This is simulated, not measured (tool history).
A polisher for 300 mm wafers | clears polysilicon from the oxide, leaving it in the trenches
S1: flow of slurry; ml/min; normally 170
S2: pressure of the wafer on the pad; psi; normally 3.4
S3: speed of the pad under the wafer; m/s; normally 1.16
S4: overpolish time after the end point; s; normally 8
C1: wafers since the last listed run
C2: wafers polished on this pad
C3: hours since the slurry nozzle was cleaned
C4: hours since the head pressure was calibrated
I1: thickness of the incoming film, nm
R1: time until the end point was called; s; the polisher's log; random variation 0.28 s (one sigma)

run,hour,S1,S2,S3,S4,C1,C2,C3,C4,I1,R1
1,0.0,130,3.4,1.16,8,0,7,231.5,734.7,582.3,27.5
2,7.4,130,3.4,1.16,8,108,115,238.9,742.1,593.4,27.8
3,14.8,210,3.4,1.16,8,108,224,246.3,749.5,592.1,26.4
4,59.8,170,3.4,1.16,8,661,885,291.3,794.5,591.3,27.9
# hour 64.8: slurry nozzle cleaned
5,77.5,170,3.4,1.16,8,245,1130,12.7,812.2,587.6,27.2
6,88.1,170,3.4,1.16,8,155,1286,23.3,822.8,590.4,27.8
7,99.4,190,3.4,1.16,8,165,1452,34.6,834.1,591.4,27.6
# hour 112.0: worn pad replaced by a new one
8,112.5,190,3.4,1.16,8,133,6,47.7,847.2,596.2,29.4
9,126.2,190,3.4,1.16,8,201,207,61.4,860.9,594.5,28.9
10,141.8,170,3.4,1.16,8,229,437,77.0,876.5,585.7,29.4
# hour 147.4: head pressure recalibrated
11,159.3,155,3.4,1.16,8,227,664,94.5,11.9,596.3,30.5
12,167.6,170,3.4,1.16,8,121,786,102.8,20.2,581.2,29.7
13,181.0,170,3.4,1.16,8,196,983,116.2,33.6,586.0,30.5
14,198.7,170,3.4,1.16,8,259,1243,133.9,51.3,597.7,30.9
15,207.3,170,3.4,1.16,8,126,1369,142.5,59.9,589.9,31.3
# hour 230.0: worn pad replaced by a new one, repeated, since the last time left the tool worse
16,257.0,190,2.4,1.38,11,671,396,192.2,109.6,589.2,31.2
17,264.1,170,3.4,1.16,8,104,500,199.3,116.7,594.1,26.7
18,280.8,200,3.4,1.16,8,245,745,216.0,133.4,594.1,26.8
19,287.7,115,2.3,1.00,8,101,846,222.9,140.3,591.5,49.7
20,297.1,170,3.4,0.92,8,138,985,232.3,149.7,596.4,35.0
21,308.8,130,2.5,0.86,8,171,1156,244.0,161.4,599.6,52.7
# hour 327.7: worn pad replaced by a new one
22,328.2,170,3.4,1.44,8,226,7,263.4,180.8,587.2,21.6
23,338.5,155,3.4,1.56,11,151,158,273.7,191.1,594.8,20.0
24,347.1,170,3.4,0.98,8,126,285,282.3,199.7,588.9,31.6
# hour 348.9: slurry nozzle cleaned
25,359.5,130,3.4,1.16,8,167,452,10.6,212.1,597.8,27.9
26,371.6,190,3.4,1.16,8,177,630,22.7,224.2,586.4,26.0
27,383.6,140,4.6,1.32,10,176,806,34.7,236.2,584.1,17.8
28,394.1,170,3.4,1.16,11,154,960,45.2,246.7,594.2,27.1
29,406.5,215,2.7,1.00,12,182,1143,57.6,259.1,589.5,38.8
30,417.7,170,3.4,1.16,8,164,1307,68.8,270.3,589.8,27.7
31,432.3,170,2.8,0.86,8,214,1521,83.4,284.9,595.6,46.3
32,439.3,170,3.4,1.16,8,102,1624,90.4,291.9,591.9,27.9
# hour 445.3: worn pad replaced by a new one
33,455.4,130,3.4,0.96,10,177,148,106.5,308.0,585.1,32.7
34,472.2,170,3.4,1.16,12,246,395,123.3,324.8,593.3,26.8
35,483.5,150,3.4,1.16,11,165,561,134.6,336.1,581.1,27.1

Describe how what the log doesn't record of the tool's condition differs between the last listed run preceding each entry between runs and the first listed run following it.
In the gap between runs 4 and 5: slurry nozzle cleaned (hour 64.8)
  removal rate lost through wear of the pad, %: 2.61 -> 3.64
  measured minus no-state result, R1: +0.7 -> +1.0 s
In the gap between runs 7 and 8: worn pad replaced by a new one (hour 112.0)
  removal rate lost through wear of the pad, %: 5.29 -> 9.71
  measured minus no-state result, R1: +1.5 -> +2.8 s
In the gap between runs 10 and 11: head pressure recalibrated (hour 147.4)
  removal rate lost through wear of the pad, %: 10.1 -> 10.7
  measured minus no-state result, R1: +3.0 -> +3.2 s
In the gap between runs 15 and 16: worn pad replaced by a new one, repeated, since the last time left the tool worse (hour 230.0)
  removal rate lost through wear of the pad, %: 13.6 -> 1.07
  measured minus no-state result, R1: +4.3 -> +0.4 s
In the gap between runs 21 and 22: worn pad replaced by a new one (hour 327.7)
  removal rate lost through wear of the pad, %: 3.39 -> 0.233
  measured minus no-state result, R1: +1.8 -> +0.1 s
In the gap between runs 24 and 25: slurry nozzle cleaned (hour 348.9)
  removal rate lost through wear of the pad, %: 0.393 -> 0.662
  measured minus no-state result, R1: +0.1 -> +0.2 s
In the gap between runs 32 and 33: worn pad replaced by a new one (hour 445.3)
  removal rate lost through wear of the pad, %: 5.51 -> 0.115
  measured minus no-state result, R1: +1.6 -> +0.1 s
